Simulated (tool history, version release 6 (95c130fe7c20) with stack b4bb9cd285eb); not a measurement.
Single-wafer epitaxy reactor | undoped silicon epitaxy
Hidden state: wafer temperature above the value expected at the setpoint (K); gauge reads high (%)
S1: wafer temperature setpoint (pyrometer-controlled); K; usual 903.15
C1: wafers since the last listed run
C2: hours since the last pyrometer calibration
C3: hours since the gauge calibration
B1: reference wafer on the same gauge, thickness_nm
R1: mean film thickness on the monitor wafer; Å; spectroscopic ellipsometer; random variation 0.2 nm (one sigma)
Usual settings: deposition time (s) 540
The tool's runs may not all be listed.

{"run": 1, "hour": 0.0, "S1": 896.15, "deposition time (s)": 461, "C1": 0, "C2": 1465.4, "C3": 77, "B1": 56.7, "R1": 378.01}
{"run": 2, "hour": 12.4, "S1": 896.15, "deposition time (s)": 461, "C1": 25, "C2": 1477.8, "C3": 89.4, "B1": 56.725, "R1": 379.24}
{"run": 3, "hour": 45.2, "S1": 903.15, "deposition time (s)": 540, "C1": 68, "C2": 1510.6, "C3": 122.2, "B1": 56.711, "R1": 536.73}
{"run": 4, "hour": 90.1, "S1": 903.15, "deposition time (s)": 540, "C1": 93, "C2": 1555.5, "C3": 167.1, "B1": 56.729, "R1": 534.35}
{"run": 5, "hour": 106.2, "S1": 903.15, "deposition time (s)": 540, "C1": 33, "C2": 1571.6, "C3": 183.2, "B1": 56.747, "R1": 532.61}
{"run": 6, "hour": 134.2, "S1": 903.15, "deposition time (s)": 540, "C1": 58, "C2": 1599.6, "C3": 211.2, "B1": 56.719, "R1": 535.23}
{"run": 7, "hour": 157.7, "S1": 903.15, "deposition time (s)": 540, "C1": 49, "C2": 1623.1, "C3": 234.7, "B1": 56.678, "R1": 533.67}
{"run": 8, "hour": 186.9, "S1": 895.15, "deposition time (s)": 511, "C1": 61, "C2": 1652.3, "C3": 263.9, "B1": 56.688, "R1": 410.88}
{"run": 9, "hour": 211.5, "S1": 895.15, "deposition time (s)": 511, "C1": 51, "C2": 1676.9, "C3": 288.5, "B1": 56.68, "R1": 406.59}
{"run": 10, "hour": 243.9, "S1": 903.15, "deposition time (s)": 540, "C1": 67, "C2": 1709.3, "C3": 320.9, "B1": 56.658, "R1": 533.9}
{"run": 11, "hour": 273.0, "S1": 915.15, "deposition time (s)": 508, "C1": 60, "C2": 1738.4, "C3": 350, "B1": 56.676, "R1": 682.11}
{"hour": 329.0, "done": "pyrometer calibrated"}
{"run": 12, "hour": 337.9, "S1": 903.15, "deposition time (s)": 540, "C1": 118, "C2": 8.9, "C3": 414.9, "B1": 56.662, "R1": 501.17}
{"run": 13, "hour": 357.5, "S1": 903.15, "deposition time (s)": 540, "C1": 40, "C2": 28.5, "C3": 434.5, "B1": 56.63, "R1": 497.23}
{"run": 14, "hour": 376.8, "S1": 914.15, "deposition time (s)": 466, "C1": 40, "C2": 47.8, "C3": 453.8, "B1": 56.705, "R1": 570.85}
{"hour": 396.3, "done": "gauge calibrated"}
{"run": 15, "hour": 412.2, "S1": 895.15, "deposition time (s)": 511, "C1": 73, "C2": 83.2, "C3": 15.9, "B1": 56.703, "R1": 377.36}
{"run": 16, "hour": 433.4, "S1": 903.15, "deposition time (s)": 540, "C1": 44, "C2": 104.4, "C3": 37.1, "B1": 56.725, "R1": 490.02}
{"hour": 442.3, "done": "pyrometer calibrated, repeated, since the last time left the tool worse"}
{"run": 17, "hour": 468.7, "S1": 895.15, "deposition time (s)": 485, "C1": 57, "C2": 26.4, "C3": 72.4, "B1": 56.705, "R1": 433.26}
{"run": 18, "hour": 497.9, "S1": 911.15, "deposition time (s)": 645, "C1": 61, "C2": 55.6, "C3": 101.6, "B1": 56.706, "R1": 866.35}
{"run": 19, "hour": 532.8, "S1": 903.15, "deposition time (s)": 540, "C1": 72, "C2": 90.5, "C3": 136.5, "B1": 56.739, "R1": 586.78}
{"run": 20, "hour": 553.5, "S1": 903.15, "deposition time (s)": 540, "C1": 43, "C2": 111.2, "C3": 157.2, "B1": 56.727, "R1": 581.12}
{"run": 21, "hour": 577.5, "S1": 917.15, "deposition time (s)": 441, "C1": 50, "C2": 135.2, "C3": 181.2, "B1": 56.721, "R1": 682.98}
{"run": 22, "hour": 591.3, "S1": 898.15, "deposition time (s)": 449, "C1": 28, "C2": 149, "C3": 195, "B1": 56.722, "R1": 422.16}
{"run": 23, "hour": 609.6, "S1": 903.15, "deposition time (s)": 540, "C1": 38, "C2": 167.3, "C3": 213.3, "B1": 56.727, "R1": 579.52}
{"run": 24, "hour": 629.1, "S1": 891.15, "deposition time (s)": 510, "C1": 40, "C2": 186.8, "C3": 232.8, "B1": 56.68, "R1": 398.62}
{"run": 25, "hour": 658.1, "S1": 903.15, "deposition time (s)": 469, "C1": 60, "C2": 215.8, "C3": 261.8, "B1": 56.707, "R1": 502.87}
{"run": 26, "hour": 674.5, "S1": 903.15, "deposition time (s)": 467, "C1": 34, "C2": 232.2, "C3": 278.2, "B1": 56.709, "R1": 495.16}

Some steps in R1 between neighbouring runs. How much of each would the tool show without its hidden state too (settings, what came in, random variation), and how much is left for the hidden state, with any gauge scatter that isn't in both results?
Run 14 -> 15: S1 914.15 -> 895.15, deposition time (s) 466 -> 511, gauge calibrated. R1 -193.49 Å: hidden state +29.01, all else -222.5.
Run 16 -> 17: S1 903.15 -> 895.15, deposition time (s) 540 -> 485, pyrometer calibrated, repeated, since the last time left the tool worse. R1 -56.76 Å: hidden state +99.73, all else -156.49.
Run 17 -> 18: S1 895.15 -> 911.15, deposition time (s) 485 -> 645. R1 +433.09 Å: hidden state -3.16, all else +436.25.
Run 18 -> 19: S1 911.15 -> 903.15, deposition time (s) 645 -> 540. R1 -279.57 Å: hidden state -2.87, all else -276.7.
